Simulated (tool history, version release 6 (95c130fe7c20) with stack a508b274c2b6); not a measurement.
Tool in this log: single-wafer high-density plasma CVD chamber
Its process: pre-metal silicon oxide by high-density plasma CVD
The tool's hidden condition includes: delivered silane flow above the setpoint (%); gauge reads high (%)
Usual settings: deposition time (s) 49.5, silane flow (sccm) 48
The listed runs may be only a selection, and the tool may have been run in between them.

run,hour,deposition time (s),silane flow (sccm),wafers since the last listed run,hours since the silane flow controller was replaced,hours since the gauge calibration,"read-back reference wafer on the same gauge, thickness_nm",mean film thickness on the monitor wafer (nm)
1,0.0,55.4,43,0,614.1,905.3,198.938,232.412
2,84.3,55.4,43,2541,698.4,989.6,199.095,233.195
3,122.6,49.5,45,1154,736.7,1027.9,198.992,214.772
4,174.1,49.5,45,1552,788.2,1079.4,198.837,215.101
5,267.4,49.5,45,2812,881.5,1172.7,199.077,215.943
6,320.4,46.5,48,1597,934.5,1225.7,198.818,215.397
7,407.4,46.5,48,2622,1021.5,1312.7,199.132,214.937
8,479.5,49.5,43,2173,1093.6,1384.8,199.170,207.149
9,534.6,49.5,43,1661,1148.7,1439.9,198.927,205.322
10,634.0,49.5,48,2996,1248.1,1539.3,198.881,228.740
11,690.0,49.5,48,1688,1304.1,1595.3,199.147,228.934
12,770.1,49.5,48,2414,1384.2,1675.4,198.672,227.747
13,820.7,49.5,48,1525,1434.8,1726.0,199.000,227.463
14,868.6,49.5,48,1444,1482.7,1773.9,199.228,230.291
15,937.3,49.5,53,2071,1551.4,1842.6,198.917,249.134
16,981.9,49.5,53,1344,1596.0,1887.2,199.092,247.491
17,1024.9,49.5,53,1296,1639.0,1930.2,199.284,248.444
18,1101.4,49.5,44,2306,1715.5,2006.7,199.384,210.306
19,1157.2,49.5,44,1682,1771.3,2062.5,198.806,209.838
20,1402.9,49.5,48,7406,2017.0,2308.2,198.650,225.683

What does the tool deliver on the next run?
21,1484.0,39.8,54,2444,2098.1,2389.3,?,?

read-back reference wafer on the same gauge, thickness_nm: 199.215
mean film thickness on the monitor wafer (nm): 204.765
The same run, on a tool lacking any hidden state, would have yielded mean film thickness on the monitor wafer (nm) 211.743.
